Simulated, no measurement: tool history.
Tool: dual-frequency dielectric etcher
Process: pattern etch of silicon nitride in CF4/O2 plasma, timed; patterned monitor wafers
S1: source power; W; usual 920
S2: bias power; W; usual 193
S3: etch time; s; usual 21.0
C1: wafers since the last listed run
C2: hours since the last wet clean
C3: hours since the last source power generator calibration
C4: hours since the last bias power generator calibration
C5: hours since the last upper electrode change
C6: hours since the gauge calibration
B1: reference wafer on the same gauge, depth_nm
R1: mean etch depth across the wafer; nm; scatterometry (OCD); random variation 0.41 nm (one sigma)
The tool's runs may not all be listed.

run	hour	S1	S2	S3	C1	C2	C3	C4	C5	C6	B1	R1
1	0.0	920	193	21.0	0	367.9	4424.0	2182.0	1877.9	944.7	77.5	73.9
2	48.2	920	193	19.5	799	416.1	4472.2	2230.2	1926.1	992.9	77.6	68.8
# hour 75.2: wet clean of the chamber
3	119.1	920	193	21.0	777	43.9	4543.1	2301.1	1997.0	1063.8	77.4	73.9
4	177.0	920	193	21.0	960	101.8	4601.0	2359.0	2054.9	1121.7	77.3	74.4
5	239.1	920	193	21.0	1029	163.9	4663.1	2421.1	2117.0	1183.8	77.4	73.3
6	297.2	920	193	21.0	963	222.0	4721.2	2479.2	2175.1	1241.9	77.4	73.6
7	362.1	920	193	24.0	1076	286.9	4786.1	2544.1	2240.0	1306.8	77.4	83.2
8	405.1	920	193	21.0	712	329.9	4829.1	2587.1	2283.0	1349.8	77.4	73.4
# hour 426.6: bias power generator calibrated
9	464.7	920	193	21.0	921	389.5	4888.7	38.1	2342.6	1409.4	77.5	73.2
# hour 508.0: wet clean of the chamber
10	508.5	920	193	21.0	328	0.5	4932.5	81.9	2386.4	1453.2	77.4	72.3
11	554.0	760	178	21.0	754	46.0	4978.0	127.4	2431.9	1498.7	77.5	58.1
12	586.6	1010	209	16.0	540	78.6	5010.6	160.0	2464.5	1531.3	77.6	62.4
13	653.7	1100	160	21.0	1112	145.7	5077.7	227.1	2531.6	1598.4	77.3	81.4
# hour 709.8: upper electrode replaced
14	710.3	850	232	16.5	540	202.3	5134.3	283.7	0.5	1655.0	77.2	55.5
15	745.9	920	166	21.0	590	237.9	5169.9	319.3	36.1	1690.6	77.4	69.3
16	801.7	1080	179	24.0	925	293.7	5225.7	375.1	91.9	1746.4	77.2	95.1
17	869.9	920	156	19.5	1130	361.9	5293.9	443.3	160.1	1814.6	77.3	63.1
# hour 892.4: source power generator calibrated
# hour 916.6: wet clean of the chamber
18	1064.1	920	193	27.5	2755	147.5	171.7	637.5	354.3	2008.8	77.2	99.5
19	1092.6	920	193	21.0	472	176.0	200.2	666.0	382.8	2037.3	77.4	76.4
# hour 1094.1: gauge calibrated
20	1117.6	1100	163	16.0	414	201.0	225.2	691.0	407.8	23.5	77.3	66.1
21	1145.4	920	193	21.0	460	228.8	253.0	718.8	435.6	51.3	77.3	76.7
22	1210.2	920	193	18.0	1074	293.6	317.8	783.6	500.4	116.1	77.4	65.4
23	1250.6	920	193	21.0	669	334.0	358.2	824.0	540.8	156.5	77.4	75.9
24	1298.4	770	148	17.0	792	381.8	406.0	871.8	588.6	204.3	77.5	47.6
25	1339.7	770	179	24.5	684	423.1	447.3	913.1	629.9	245.6	77.3	71.4
26	1368.1	1080	176	21.0	470	451.5	475.7	941.5	658.3	274.0	77.4	87.4
# hour 1406.7: wet clean of the chamber
27	1413.0	920	175	24.0	346	6.3	520.6	986.4	703.2	318.9	77.5	84.7
28	1449.3	750	193	27.5	601	42.6	556.9	1022.7	739.5	355.2	77.4	81.0
29	1502.6	920	193	21.0	883	95.9	610.2	1076.0	792.8	408.5	77.5	76.0

The tool's hidden state at each run:
etch rate over this chamber's usual, %: 0 in every run
bias power that arrives over what is set, %: 0 in every run
gauge reads high (%): 0 in every run
H1: source power that arrives over what is set, %
run	H1
1	-3.78
2	-3.88
3	-4.02
4	-4.13
5	-4.26
6	-4.37
7	-4.51
8	-4.6
9	-4.72
10	-4.82
11	-4.91
12	-4.99
13	-5.13
14	-5.26
15	-5.34
16	-5.46
17	-5.62
18	-0.371
19	-0.373
20	-0.375
21	-0.378
22	-0.386
23	-0.392
24	-0.4
25	-0.408
26	-0.413
27	-0.423
28	-0.432
29	-0.445
